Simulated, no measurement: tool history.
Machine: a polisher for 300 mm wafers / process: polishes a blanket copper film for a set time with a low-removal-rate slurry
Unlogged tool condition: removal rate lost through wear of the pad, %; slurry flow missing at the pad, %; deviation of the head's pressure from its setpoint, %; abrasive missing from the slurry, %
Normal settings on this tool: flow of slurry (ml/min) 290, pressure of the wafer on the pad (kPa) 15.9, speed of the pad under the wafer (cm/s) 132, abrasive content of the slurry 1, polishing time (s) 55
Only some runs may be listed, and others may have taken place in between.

run	day	flow of slurry (ml/min)	pressure of the wafer on the pad (kPa)	speed of the pad under the wafer (cm/s)	abrasive content of the slurry	polishing time (s)	wafers since the last listed run	wafers polished on this pad	hours since the slurry nozzle was cleaned	hours since the head pressure was calibrated	hours since the slurry blender was calibrated	incoming thickness of the incoming film, nm	film removed (Å)
1	0	290	15.9	132	1	55	0	677	72.9	242	24.9	1440.9	1674
2	2.492	290	15.9	132	1	55	786	1463	132.7	301.8	84.7	1434	1683
3	6.929	290	15.9	132	1	55	1400	2864	239.2	408.3	191.2	1459.8	1638
4	8.862	250	15.9	132	1	55	610	3474	285.6	454.7	237.6	1437.8	1609
# day 8.95: slurry nozzle cleaned
# day 10.429: worn pad replaced by a new one
# day 10.65: slurry blender recalibrated
5	11.704	290	17.2	132	1	55	804	376	66.1	522.9	25.3	1442.2	1866
6	15.892	290	17.2	132	1	55	1321	1698	166.6	623.4	125.8	1422.3	1802
7	19.817	290	17.2	132	1	55	1238	2936	260.8	717.6	220	1416.6	1850
# day 20.658: head pressure recalibrated
8	21.846	240	15.9	132	1	55	614	3550	309.5	28.5	268.7	1442.4	1662
# day 23.867: slurry nozzle cleaned
# day 24.808: slurry blender recalibrated
# day 25.008: worn pad replaced by a new one
9	25.029	290	12.4	132	1	55	912	6	27.9	104.9	5.3	1420.9	1481
10	27.183	290	12.4	132	1	55	679	686	79.6	156.6	57	1445.1	1498
11	29.75	290	12.4	132	1	55	809	1496	141.2	218.2	118.6	1437	1483
12	31.429	290	15.9	132	1	55	529	2026	181.5	258.5	158.9	1425.8	1719
13	34.321	290	17.2	132	1	55	912	2938	250.9	327.9	228.3	1428.4	1752
# day 36.567: slurry blender recalibrated
14	37.788	290	15.9	108	0.85	69	1067	4006	334.1	411.1	29.3	1449.5	1588
# day 39.058: slurry nozzle cleaned
# day 40.396: worn pad replaced by a new one
15	40.938	225	15.9	102	1	65	928	171	45.1	486.7	104.9	1457	1602
16	44.05	290	15.9	144	1	49	982	1153	119.8	561.4	179.6	1436.5	1664
17	47.229	290	15.9	164	1	55	1003	2156	196.1	637.7	255.9	1428.8	2139
18	49.975	195	15.9	90	1	64	866	3023	262	703.6	321.8	1416.7	1365
# day 50.221: slurry blender recalibrated
19	52.354	290	18.6	172	0.7	55	724	3747	319.1	760.7	51.2	1439.6	2176
# day 53.546: slurry nozzle cleaned
# day 53.579: worn pad replaced by a new one
# day 55.092: head pressure recalibrated
20	59.842	340	13.1	104	0.85	55	2312	1949	151.1	114	230.9	1418.9	1129
21	63.292	290	12.4	132	1	55	1088	3038	233.9	196.8	313.7	1445.5	1425
# day 65.317: slurry blender recalibrated
# day 67.162: worn pad replaced by a new one
22	67.654	365	15.9	132	1	55	1297	154	338.6	301.5	56.1	1425.3	1725

Hidden state at the last listed run before each entry between runs and at the first one after, where it differs:
Logged between run 4 and run 5: slurry nozzle cleaned (day 8.95); worn pad replaced by a new one (day 10.429); slurry blender recalibrated (day 10.65)
  removal rate lost through wear of the pad, %: 6.18 -> 0.593; deviation of the head's pressure from its setpoint, %: 3.77 -> 4.89
  measured minus no-state result, film removed (Å): -66 -> +46
Logged between run 7 and run 8: head pressure recalibrated (day 20.658)
  removal rate lost through wear of the pad, %: 3.96 -> 5.6; deviation of the head's pressure from its setpoint, %: 8.94 -> 1.65
  measured minus no-state result, film removed (Å): +28 -> -80
Logged between run 8 and run 9: slurry nozzle cleaned (day 23.867); slurry blender recalibrated (day 24.808); worn pad replaced by a new one (day 25.008)
  removal rate lost through wear of the pad, %: 5.6 -> 0.696; deviation of the head's pressure from its setpoint, %: 1.65 -> 1.83
  measured minus no-state result, film removed (Å): -80 -> +7
Logged between run 13 and run 14: slurry blender recalibrated (day 36.567)
  removal rate lost through wear of the pad, %: 4.07 -> 7.05; deviation of the head's pressure from its setpoint, %: 3.44 -> 4.47
  measured minus no-state result, film removed (Å): -35 -> -73
Logged between run 14 and run 15: slurry nozzle cleaned (day 39.058); worn pad replaced by a new one (day 40.396)
  removal rate lost through wear of the pad, %: 7.05 -> 0.917; deviation of the head's pressure from its setpoint, %: 4.47 -> 5.61
  measured minus no-state result, film removed (Å): -73 -> +41
Logged between run 18 and run 19: slurry blender recalibrated (day 50.221)
  removal rate lost through wear of the pad, %: 4.48 -> 6.47; deviation of the head's pressure from its setpoint, %: 9.94 -> 11.3
  measured minus no-state result, film removed (Å): +21 -> +7
Logged between run 19 and run 20: slurry nozzle cleaned (day 53.546); worn pad replaced by a new one (day 53.579); head pressure recalibrated (day 55.092)
  removal rate lost through wear of the pad, %: 6.47 -> 2.02; deviation of the head's pressure from its setpoint, %: 11.3 -> 0.696
  measured minus no-state result, film removed (Å): +7 -> -18
Logged between run 21 and run 22: slurry blender recalibrated (day 65.317); worn pad replaced by a new one (day 67.162)
  removal rate lost through wear of the pad, %: 4.16 -> 1.41; deviation of the head's pressure from its setpoint, %: 1.13 -> 2
  measured minus no-state result, film removed (Å): -51 -> -2
